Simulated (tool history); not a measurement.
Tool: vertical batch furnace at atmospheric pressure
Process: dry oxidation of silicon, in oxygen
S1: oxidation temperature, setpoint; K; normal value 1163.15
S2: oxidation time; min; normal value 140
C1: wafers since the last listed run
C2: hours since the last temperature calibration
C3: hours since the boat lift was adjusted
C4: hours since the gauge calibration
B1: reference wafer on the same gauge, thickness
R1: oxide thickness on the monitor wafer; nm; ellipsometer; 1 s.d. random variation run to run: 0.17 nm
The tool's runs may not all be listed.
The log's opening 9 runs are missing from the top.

{"run": 10, "day": 27.279, "S1": 1163.15, "S2": 140, "C1": 646, "C2": 1745.4, "C3": 4684.2, "C4": 2365.2, "B1": 47.41, "R1": 55.34}
{"run": 11, "day": 31.371, "S1": 1163.15, "S2": 109.5, "C1": 882, "C2": 1843.6, "C3": 4782.4, "C4": 2463.4, "B1": 47.42, "R1": 48.71}
{"day": 33.954, "done": "thermocouples replaced and temperature profile calibrated"}
{"day": 34.329, "done": "boat lift adjusted"}
{"run": 12, "day": 34.942, "S1": 1163.15, "S2": 109.5, "C1": 473, "C2": 23.7, "C3": 14.7, "C4": 2549.1, "B1": 47.39, "R1": 48.44}
{"day": 42.562, "done": "gauge calibrated"}
{"run": 13, "day": 46.908, "S1": 1163.15, "S2": 109.5, "C1": 2582, "C2": 310.9, "C3": 301.9, "C4": 104.3, "B1": 47.41, "R1": 48.57}
{"run": 14, "day": 49.925, "S1": 1150.15, "S2": 140, "C1": 650, "C2": 383.3, "C3": 374.3, "C4": 176.7, "B1": 47.39, "R1": 49.98}
{"run": 15, "day": 59.517, "S1": 1150.15, "S2": 140, "C1": 2069, "C2": 613.5, "C3": 604.5, "C4": 406.9, "B1": 47.41, "R1": 49.86}
{"run": 16, "day": 62.204, "S1": 1156.15, "S2": 202, "C1": 579, "C2": 678, "C3": 669, "C4": 471.4, "B1": 47.4, "R1": 64.02}
{"run": 17, "day": 66.467, "S1": 1178.15, "S2": 122, "C1": 919, "C2": 780.3, "C3": 771.3, "C4": 573.7, "B1": 47.41, "R1": 57.76}
{"run": 18, "day": 69.829, "S1": 1175.15, "S2": 73, "C1": 725, "C2": 861, "C3": 852, "C4": 654.4, "B1": 47.43, "R1": 43.53}
{"run": 19, "day": 72.071, "S1": 1163.15, "S2": 140, "C1": 483, "C2": 914.8, "C3": 905.8, "C4": 708.2, "B1": 47.4, "R1": 55.28}
{"run": 20, "day": 74.296, "S1": 1163.15, "S2": 140, "C1": 480, "C2": 968.2, "C3": 959.2, "C4": 761.6, "B1": 47.4, "R1": 55.75}
{"run": 21, "day": 76.433, "S1": 1145.15, "S2": 172.5, "C1": 461, "C2": 1019.5, "C3": 1010.5, "C4": 812.9, "B1": 47.4, "R1": 53.82}
{"run": 22, "day": 78.833, "S1": 1150.15, "S2": 188.5, "C1": 517, "C2": 1077.1, "C3": 1068.1, "C4": 870.5, "B1": 47.36, "R1": 58.6}
{"run": 23, "day": 83.079, "S1": 1175.15, "S2": 73, "C1": 916, "C2": 1179, "C3": 1170, "C4": 972.4, "B1": 47.4, "R1": 43.49}
{"run": 24, "day": 84.692, "S1": 1185.15, "S2": 182, "C1": 347, "C2": 1217.7, "C3": 1208.7, "C4": 1011.1, "B1": 47.39, "R1": 76.82}
{"run": 25, "day": 87.358, "S1": 1141.15, "S2": 140, "C1": 575, "C2": 1281.7, "C3": 1272.7, "C4": 1075.1, "B1": 47.45, "R1": 46.88}
{"run": 26, "day": 90.862, "S1": 1138.15, "S2": 140, "C1": 756, "C2": 1365.8, "C3": 1356.8, "C4": 1159.2, "B1": 47.41, "R1": 45.44}
{"run": 27, "day": 92.483, "S1": 1163.15, "S2": 160, "C1": 349, "C2": 1404.7, "C3": 1395.7, "C4": 1198.1, "B1": 47.4, "R1": 59.48}
{"day": 94.208, "done": "thermocouples replaced and temperature profile calibrated"}
{"run": 28, "day": 95.262, "S1": 1173.15, "S2": 74.5, "C1": 383, "C2": 25.3, "C3": 1462.4, "C4": 1264.8, "B1": 47.38, "R1": 43.21}
{"run": 29, "day": 99.412, "S1": 1152.15, "S2": 140, "C1": 895, "C2": 124.9, "C3": 1562, "C4": 1364.4, "B1": 47.38, "R1": 50.98}
{"run": 30, "day": 110.608, "S1": 1156.15, "S2": 209.5, "C1": 2415, "C2": 393.6, "C3": 1830.7, "C4": 1633.1, "B1": 47.4, "R1": 65.04}
{"run": 31, "day": 113.079, "S1": 1183.15, "S2": 140, "C1": 533, "C2": 452.9, "C3": 1890, "C4": 1692.4, "B1": 47.42, "R1": 65.47}

Alternative continuations, all from the tool just after run 31; predict every row:
{"run": "A", "day": 113.358, "S1": 1142.15, "S2": 140, "C1": 60, "C2": 459.6, "C3": 1896.7, "C4": 1699.1, "B1": "?", "R1": "?"}
{"run": "B", "day": 113.358, "S1": 1151.15, "S2": 140, "C1": 60, "C2": 459.6, "C3": 1896.7, "C4": 1699.1, "B1": "?", "R1": "?"}
{"run": "C", "day": 113.358, "S1": 1144.15, "S2": 105.5, "C1": 60, "C2": 459.6, "C3": 1896.7, "C4": 1699.1, "B1": "?", "R1": "?"}
{"run": "D", "day": 113.358, "S1": 1154.15, "S2": 176, "C1": 60, "C2": 459.6, "C3": 1896.7, "C4": 1699.1, "B1": "?", "R1": "?"}
{"run": "E", "day": 113.358, "S1": 1163.15, "S2": 180.5, "C1": 60, "C2": 459.6, "C3": 1896.7, "C4": 1699.1, "B1": "?", "R1": "?"}

run=A B1=47.36 R1=47.2
run=B B1=47.36 R1=50.55
run=C B1=47.36 R1=41.88
run=D B1=47.36 R1=58.44
run=E B1=47.36 R1=63.83
Without the tool's unlogged condition, the same runs would have read:
run=A R1=47.2
run=B R1=50.55
run=C R1=41.88
run=D R1=58.44
run=E R1=63.83
